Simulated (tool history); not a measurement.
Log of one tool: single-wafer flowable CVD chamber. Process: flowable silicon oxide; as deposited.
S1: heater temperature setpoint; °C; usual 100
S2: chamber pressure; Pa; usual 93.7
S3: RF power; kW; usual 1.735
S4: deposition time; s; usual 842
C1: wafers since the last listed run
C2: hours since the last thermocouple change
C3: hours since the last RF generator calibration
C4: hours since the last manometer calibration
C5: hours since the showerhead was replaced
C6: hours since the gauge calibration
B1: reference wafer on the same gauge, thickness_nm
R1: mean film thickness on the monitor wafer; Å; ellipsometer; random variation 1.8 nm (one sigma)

run	day	S1	S2	S3	S4	C1	C2	C3	C4	C5	C6	B1	R1
1	0	100	93.7	1.735	842	0	842.9	2096.1	1333.2	7548	285.6	548.231	4921.59
# day 0.158: gauge calibrated
2	0.392	100	93.7	1.735	842	26	852.3	2105.5	1342.6	7557.4	5.6	549.277	4902.93
3	1.012	100	93.7	1.735	842	42	867.2	2120.4	1357.5	7572.3	20.5	548.579	4949.35
4	1.45	100	93.7	1.735	842	30	877.7	2130.9	1368	7582.8	31	548.503	4940.03
5	1.758	100	93.7	1.735	842	21	885.1	2138.3	1375.4	7590.2	38.4	549.611	4920.58
6	2.396	110	93.7	1.735	842	43	900.4	2153.6	1390.7	7605.5	53.7	549.042	3681.6
7	2.892	100	93.7	1.465	955	34	912.3	2165.5	1402.6	7617.4	65.6	548.929	5390.86
8	3.367	100	93.7	1.465	955	32	923.7	2176.9	1414	7628.8	77	549.078	5376.64
9	3.754	100	93.7	1.465	955	26	933	2186.2	1423.3	7638.1	86.3	549.491	5377.91
10	4.446	100	93.7	1.735	842	47	949.6	2202.8	1439.9	7654.7	102.9	549.173	4906.89
11	5.058	100	93.7	1.735	842	42	964.3	2217.5	1454.6	7669.4	117.6	548.458	4914.44
12	5.629	100	93.7	1.735	842	39	978	2231.2	1468.3	7683.1	131.3	548.903	4915.13
13	7.138	108	93.7	1.735	842	103	1014.2	2267.4	1504.5	7719.3	167.5	549.52	3907.14
# day 7.567: thermocouple changed; heater temperature recalibrated
# day 7.775: RF generator calibrated
# day 7.808: showerhead replaced
# day 7.829: capacitance manometer re-zeroed and calibrated
14	7.85	104	93.7	1.54	921	7	6.8	1.8	0.5	1	184.6	549.364	4452.27
15	8.167	100	83.3	1.5	842	21	14.4	9.4	8.1	8.6	192.2	549.395	4049.32
16	8.596	100	93.7	1.41	1004	29	24.7	19.7	18.4	18.9	202.5	549.246	5368.73
17	8.892	104	93.7	1.735	706	20	31.8	26.8	25.5	26	209.6	549.321	3503.33
18	9.571	113	93.7	1.52	916	46	48.1	43.1	41.8	42.3	225.9	548.739	3417.7
19	10.062	100	93.7	1.735	842	33	59.9	54.9	53.6	54.1	237.7	549.116	4729.61
20	10.625	100	93.7	1.735	842	38	73.4	68.4	67.1	67.6	251.2	548.677	4747.38
# day 11.308: gauge calibrated
21	11.338	100	84.3	1.53	842	48	90.5	85.5	84.2	84.7	0.7	548.548	4191.04
22	11.946	100	93.7	1.735	842	41	105.1	100.1	98.8	99.3	15.3	548.738	4776.38
23	12.204	104	85.6	2.035	842	17	111.3	106.3	105	105.5	21.5	549.589	4016.62
24	14.279	113	93.7	1.51	933	142	161.1	156.1	154.8	155.3	71.3	548.797	3565.86
25	14.783	91	93.7	1.52	842	34	173.2	168.2	166.9	167.4	83.4	549.413	6131.2

Some steps in R1 between neighbouring runs. How much of each would the tool show without its hidden state too (settings, what came in, random variation), and how much is left for the hidden state, with any gauge scatter that isn't in both results?
The hidden state here: wafer temperature above the value expected at the setpoint (K); delivered RF power above the setpoint (%); true pressure above the setpoint (%); gauge reads high (%).
Run 13 -> 14: S1 108 -> 104, S3 1.735 -> 1.54, S4 842 -> 921, thermocouple changed; heater temperature recalibrated, RF generator calibrated, showerhead replaced, capacitance manometer re-zeroed and calibrated. R1 +545.13 Å: hidden state -190.19, all else +735.32.
Run 16 -> 17: S1 100 -> 104, S3 1.41 -> 1.735, S4 1004 -> 706. R1 -1865.4 Å: hidden state -31.42, all else -1833.98.
Run 24 -> 25: S1 113 -> 91, S3 1.51 -> 1.52, S4 933 -> 842. R1 +2565.34 Å: hidden state +154.27, all else +2411.07.
